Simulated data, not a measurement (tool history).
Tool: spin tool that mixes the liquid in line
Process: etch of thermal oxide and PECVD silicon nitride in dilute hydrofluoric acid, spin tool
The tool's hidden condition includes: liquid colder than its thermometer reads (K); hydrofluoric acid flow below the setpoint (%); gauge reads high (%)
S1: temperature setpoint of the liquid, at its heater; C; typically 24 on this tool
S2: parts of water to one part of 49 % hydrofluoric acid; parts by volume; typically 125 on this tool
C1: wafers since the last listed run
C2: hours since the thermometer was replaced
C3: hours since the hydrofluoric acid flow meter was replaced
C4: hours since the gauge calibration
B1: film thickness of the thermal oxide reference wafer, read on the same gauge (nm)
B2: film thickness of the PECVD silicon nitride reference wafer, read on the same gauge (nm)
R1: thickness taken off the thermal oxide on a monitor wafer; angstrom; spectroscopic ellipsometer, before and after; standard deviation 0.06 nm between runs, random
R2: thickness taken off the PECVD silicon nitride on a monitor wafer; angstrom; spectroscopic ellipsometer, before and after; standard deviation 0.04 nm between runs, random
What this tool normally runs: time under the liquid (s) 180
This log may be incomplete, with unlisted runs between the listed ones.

run 1 hour=0 | S1=22.5 S2=125 time_under_the_liquid_(s)=180 | C1=0 C2=2020 C3=1524.7 C4=2276.6 | B1=130 B2=59.995 | R1=57 R2=37.19
-- hour=21.2 hydrofluoric acid flow meter replaced
run 2 hour=69.5 | S1=24 S2=125 time_under_the_liquid_(s)=180 | C1=609 C2=2089.5 C3=48.3 C4=2346.1 | B1=129.99 B2=59.987 | R1=61.6 R2=40.81
run 3 hour=132.2 | S1=24 S2=125 time_under_the_liquid_(s)=180 | C1=558 C2=2152.2 C3=111 C4=2408.8 | B1=130.01 B2=59.987 | R1=60.1 R2=40.63
-- hour=142.1 thermometer replaced
run 4 hour=167.7 | S1=24 S2=165 time_under_the_liquid_(s)=75 | C1=307 C2=25.6 C3=146.5 C4=2444.3 | B1=130 B2=60.014 | R1=20.4 R2=14.96
run 5 hour=204.5 | S1=24 S2=125 time_under_the_liquid_(s)=180 | C1=327 C2=62.4 C3=183.3 C4=2481.1 | B1=129.98 B2=59.996 | R1=66.2 R2=47.27
run 6 hour=257 | S1=21 S2=145 time_under_the_liquid_(s)=135 | C1=467 C2=114.9 C3=235.8 C4=2533.6 | B1=130 B2=60.001 | R1=37.1 R2=25.1
run 7 hour=288.7 | S1=28 S2=70 time_under_the_liquid_(s)=180 | C1=282 C2=146.6 C3=267.5 C4=2565.3 | B1=130.01 B2=59.986 | R1=145.6 R2=107.65
run 8 hour=313.3 | S1=24 S2=125 time_under_the_liquid_(s)=180 | C1=219 C2=171.2 C3=292.1 C4=2589.9 | B1=129.98 B2=59.983 | R1=66.2 R2=46.69
run 9 hour=383.1 | S1=27 S2=180 time_under_the_liquid_(s)=275 | C1=621 C2=241 C3=361.9 C4=2659.7 | B1=130 B2=59.991 | R1=72.8 R2=60.09
-- hour=422.4 gauge calibrated
run 10 hour=428.1 | S1=19 S2=125 time_under_the_liquid_(s)=180 | C1=400 C2=286 C3=406.9 C4=5.7 | B1=129.99 B2=59.994 | R1=53.1 R2=33.24
run 11 hour=494.3 | S1=24 S2=125 time_under_the_liquid_(s)=180 | C1=589 C2=352.2 C3=473.1 C4=71.9 | B1=130.01 B2=60.014 | R1=65.2 R2=46.23
run 12 hour=527.9 | S1=27.5 S2=125 time_under_the_liquid_(s)=270 | C1=299 C2=385.8 C3=506.7 C4=105.5 | B1=130.01 B2=59.981 | R1=112.2 R2=87.6
run 13 hour=571.6 | S1=24 S2=125 time_under_the_liquid_(s)=90 | C1=389 C2=429.5 C3=550.4 C4=149.2 | B1=129.98 B2=60 | R1=32.7 R2=23.13
run 14 hour=703.3 | S1=24 S2=80 time_under_the_liquid_(s)=180 | C1=1172 C2=561.2 C3=682.1 C4=280.9 | B1=129.99 B2=59.998 | R1=106.1 R2=71.03
run 15 hour=761.8 | S1=19.5 S2=170 time_under_the_liquid_(s)=90 | C1=520 C2=619.7 C3=740.6 C4=339.4 | B1=130.01 B2=59.984 | R1=18.7 R2=12.38
run 16 hour=818.2 | S1=28 S2=70 time_under_the_liquid_(s)=235 | C1=502 C2=676.1 C3=797 C4=395.8 | B1=129.99 B2=59.979 | R1=188.7 R2=137.19
run 17 hour=849.6 | S1=20 S2=110 time_under_the_liquid_(s)=215 | C1=279 C2=707.5 C3=828.4 C4=427.2 | B1=130 B2=59.999 | R1=75 R2=46.18
run 18 hour=874.2 | S1=22.5 S2=125 time_under_the_liquid_(s)=145 | C1=219 C2=732.1 C3=853 C4=451.8 | B1=130.03 B2=60 | R1=48.3 R2=33
run 19 hour=931.8 | S1=28.5 S2=125 time_under_the_liquid_(s)=180 | C1=512 C2=789.7 C3=910.6 C4=509.4 | B1=129.98 B2=59.995 | R1=75.8 R2=59.38
run 20 hour=991.9 | S1=24 S2=90 time_under_the_liquid_(s)=125 | C1=535 C2=849.8 C3=970.7 C4=569.5 | B1=130.02 B2=59.992 | R1=64.5 R2=42.3
run 21 hour=1061.4 | S1=24 S2=125 time_under_the_liquid_(s)=180 | C1=618 C2=919.3 C3=1040.2 C4=639 | B1=130 B2=60.017 | R1=63.8 R2=44.13
run 22 hour=1130.1 | S1=24 S2=125 time_under_the_liquid_(s)=85 | C1=611 C2=988 C3=1108.9 C4=707.7 | B1=130 B2=60.002 | R1=30.1 R2=20.88
run 23 hour=1158.5 | S1=21.5 S2=105 time_under_the_liquid_(s)=125 | C1=252 C2=1016.4 C3=1137.3 C4=736.1 | B1=130.01 B2=60.018 | R1=48.4 R2=30.55
run 24 hour=1187 | S1=24 S2=80 time_under_the_liquid_(s)=245 | C1=253 C2=1044.9 C3=1165.8 C4=764.6 | B1=129.98 B2=59.995 | R1=141.1 R2=92.39
run 25 hour=1247.6 | S1=24 S2=85 time_under_the_liquid_(s)=180 | C1=539 C2=1105.5 C3=1226.4 C4=825.2 | B1=130 B2=59.999 | R1=98.9 R2=64.27
run 26 hour=1312.1 | S1=21.5 S2=65 time_under_the_liquid_(s)=140 | C1=574 C2=1170 C3=1290.9 C4=889.7 | B1=130 B2=60.012 | R1=89.6 R2=53.68

Some steps in R1 between neighbouring runs. How much of each would the tool show without its hidden state too (settings, what came in, random variation), and how much is left for the hidden state, with any gauge scatter that isn't in both results?
Run 3 -> 4: S2 125 -> 165, time under the liquid (s) 180 -> 75, thermometer replaced. R1 -39.7 angstrom: hidden state +6.4, all else -46.1.
Run 15 -> 16: S1 19.5 -> 28, S2 170 -> 70, time under the liquid (s) 90 -> 235. R1 +170 angstrom: hidden state -7.5, all else +177.5.
Run 16 -> 17: S1 28 -> 20, S2 70 -> 110, time under the liquid (s) 235 -> 215. R1 -113.7 angstrom: hidden state +4.8, all else -118.5.

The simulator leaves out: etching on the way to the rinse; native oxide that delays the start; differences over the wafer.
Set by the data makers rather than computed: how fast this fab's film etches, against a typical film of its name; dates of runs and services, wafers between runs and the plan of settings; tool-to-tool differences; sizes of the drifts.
